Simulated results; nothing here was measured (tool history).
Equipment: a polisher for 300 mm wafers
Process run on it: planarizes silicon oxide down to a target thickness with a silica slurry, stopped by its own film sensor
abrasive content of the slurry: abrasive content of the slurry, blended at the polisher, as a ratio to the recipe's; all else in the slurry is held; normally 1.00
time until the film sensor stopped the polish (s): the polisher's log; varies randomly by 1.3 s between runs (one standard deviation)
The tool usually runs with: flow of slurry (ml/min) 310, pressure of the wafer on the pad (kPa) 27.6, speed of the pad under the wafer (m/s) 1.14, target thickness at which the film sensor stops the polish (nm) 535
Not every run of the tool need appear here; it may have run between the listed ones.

run   hour  flow of slurry (ml/min)  pressure of the wafer on the pad (kPa)  speed of the pad under the wafer (m/s)  abrasive content of the slurry  target thickness at which the film sensor stops the polish (nm)  wafers since the last listed run  wafers polished on this pad  hours since the slurry nozzle was cleaned  hours since the head pressure was calibrated  hours since the slurry blender was calibrated  hours since the conditioning disc was replaced  incoming thickness of the incoming film, nm  time until the film sensor stopped the polish (s)
  1    0.0                      310                                    27.6                                    1.14                            1.00                                                              535                                 0                         1029                                      326.3                                        1267.0                                          169.9                                           440.1                                        860.7                                              108.6
  2    7.7                      310                                    27.6                                    1.14                            1.00                                                              535                                74                         1104                                      334.0                                        1274.7                                          177.6                                           447.8                                        855.9                                              108.9
  3   22.4                      310                                    27.6                                    1.14                            1.00                                                              535                               143                         1247                                      348.7                                        1289.4                                          192.3                                           462.5                                        860.0                                              111.5
  4   37.1                      310                                    27.6                                    1.14                            1.10                                                              535                               143                         1391                                      363.4                                        1304.1                                          207.0                                           477.2                                        867.9                                              109.8
  5   45.6                      310                                    27.6                                    1.14                            1.00                                                              535                                82                         1473                                      371.9                                        1312.6                                          215.5                                           485.7                                        856.9                                              113.5
      50.8  -- worn pad replaced by a new one
      57.6  -- slurry nozzle cleaned
  6   58.0                      310                                    27.6                                    1.14                            1.00                                                              535                                72                           60                                        0.4                                        1325.0                                          227.9                                           498.1                                        865.3                                              122.7
  7   68.4                      310                                    27.6                                    1.14                            1.00                                                              535                               101                          161                                       10.8                                        1335.4                                          238.3                                           508.5                                        853.7                                              119.8
  8   82.8                      310                                    27.6                                    1.14                            1.00                                                              535                               140                          302                                       25.2                                        1349.8                                          252.7                                           522.9                                        874.9                                              127.2
  9   96.5                      310                                    27.6                                    1.14                            1.20                                                              535                               133                          435                                       38.9                                        1363.5                                          266.4                                           536.6                                        874.1                                              121.4
 10  102.9                      310                                    27.6                                    1.14                            1.00                                                              535                                62                          497                                       45.3                                        1369.9                                          272.8                                           543.0                                        866.8                                              126.0
 11  109.5                      310                                    27.6                                    1.14                            1.30                                                              450                                64                          562                                       51.9                                        1376.5                                          279.4                                           549.6                                        877.0                                              147.8
     112.1  -- conditioning disc replaced and pad reconditioned
     118.7  -- worn pad replaced by a new one, repeated, since the last time left the tool worse
 12  120.8                      240                                    27.6                                    1.14                            1.00                                                              535                                51                           20                                       63.2                                        1387.8                                          290.7                                             8.7                                        855.2                                              104.8
     125.6  -- head pressure recalibrated
 13  134.7                      310                                    27.6                                    1.14                            1.00                                                              535                               115                          136                                       77.1                                           9.1                                          304.6                                            22.6                                        855.3                                              104.8
 14  143.0                      310                                    27.6                                    1.14                            1.00                                                              535                                80                          216                                       85.4                                          17.4                                          312.9                                            30.9                                        859.6                                              104.2
 15  151.5                      310                                    27.6                                    1.14                            1.00                                                              535                                82                          299                                       93.9                                          25.9                                          321.4                                            39.4                                        862.3                                              107.8
     163.4  -- slurry blender recalibrated
 16  163.9                      370                                    27.6                                    1.36                            0.90                                                              535                               101                          401                                      106.3                                          38.3                                            0.5                                            51.8                                        863.9                                               96.3
 17  170.1                      355                                    37.2                                    1.14                            0.90                                                              491                                60                          461                                      112.5                                          44.5                                            6.7                                            58.0                                        855.8                                               97.4
 18  177.7                      235                                    27.6                                    1.52                            0.75                                                              453                                74                          535                                      120.1                                          52.1                                           14.3                                            65.6                                        854.5                                              123.5
 19  191.7                      310                                    27.6                                    1.14                            1.00                                                              535                               136                          671                                      134.1                                          66.1                                           28.3                                            79.6                                        851.2                                              106.2
 20  203.2                      260                                    24.8                                    1.34                            1.00                                                              566                               111                          783                                      145.6                                          77.6                                           39.8                                            91.1                                        873.3                                               98.7
 21  218.2                      310                                    27.6                                    1.14                            1.00                                                              535                               146                          929                                      160.6                                          92.6                                           54.8                                           106.1                                        875.8                                              113.9
 22  230.2                      280                                    27.6                                    1.44                            1.00                                                              450                               116                         1046                                      172.6                                         104.6                                           66.8                                           118.1                                        853.5                                              113.9
 23  245.2                      310                                    27.6                                    1.00                            1.00                                                              535                               146                         1192                                      187.6                                         119.6                                           81.8                                           133.1                                        846.0                                              118.7
 24  254.6                      310                                    27.6                                    1.26                            1.00                                                              495                                91                         1284                                      197.0                                         129.0                                           91.2                                           142.5                                        862.6                                              119.2
 25  265.6                      310                                    27.6                                    1.14                            1.00                                                              535                               107                         1391                                      208.0                                         140.0                                          102.2                                           153.5                                        870.7                                              119.0

5 options for the next run, each taken on its own from the tool as it stands now. Forecast them:
  A  266.0                      310                                    27.6                                    1.14                            1.00                                                              535                                 3                         1395                                      208.4                                         140.4                                          102.6                                           153.9                                        868.1                                                  ?
  B  266.0                      310                                    27.6                                    0.86                            1.00                                                              535                                 3                         1395                                      208.4                                         140.4                                          102.6                                           153.9                                        868.1                                                  ?
  C  266.0                      210                                    33.8                                    1.14                            1.00                                                              452                                 3                         1395                                      208.4                                         140.4                                          102.6                                           153.9                                        868.1                                                  ?
  D  266.0                      260                                    22.1                                    1.14                            1.00                                                              535                                 3                         1395                                      208.4                                         140.4                                          102.6                                           153.9                                        868.1                                                  ?
  E  266.0                      310                                    19.3                                    1.26                            1.30                                                              535                                 3                         1395                                      208.4                                         140.4                                          102.6                                           153.9                                        868.1                                                  ?

run  time until the film sensor stopped the polish (s)
  A                                              116.5
  B                                              146.0
  C                                              129.6
  D                                              139.0
  E                                              124.2
Had the tool no hidden state, the same runs would have come out as:
run  time until the film sensor stopped the polish (s)
  A                                              106.1
  B                                              133.0
  C                                              118.1
  D                                              126.6
  E                                              113.2
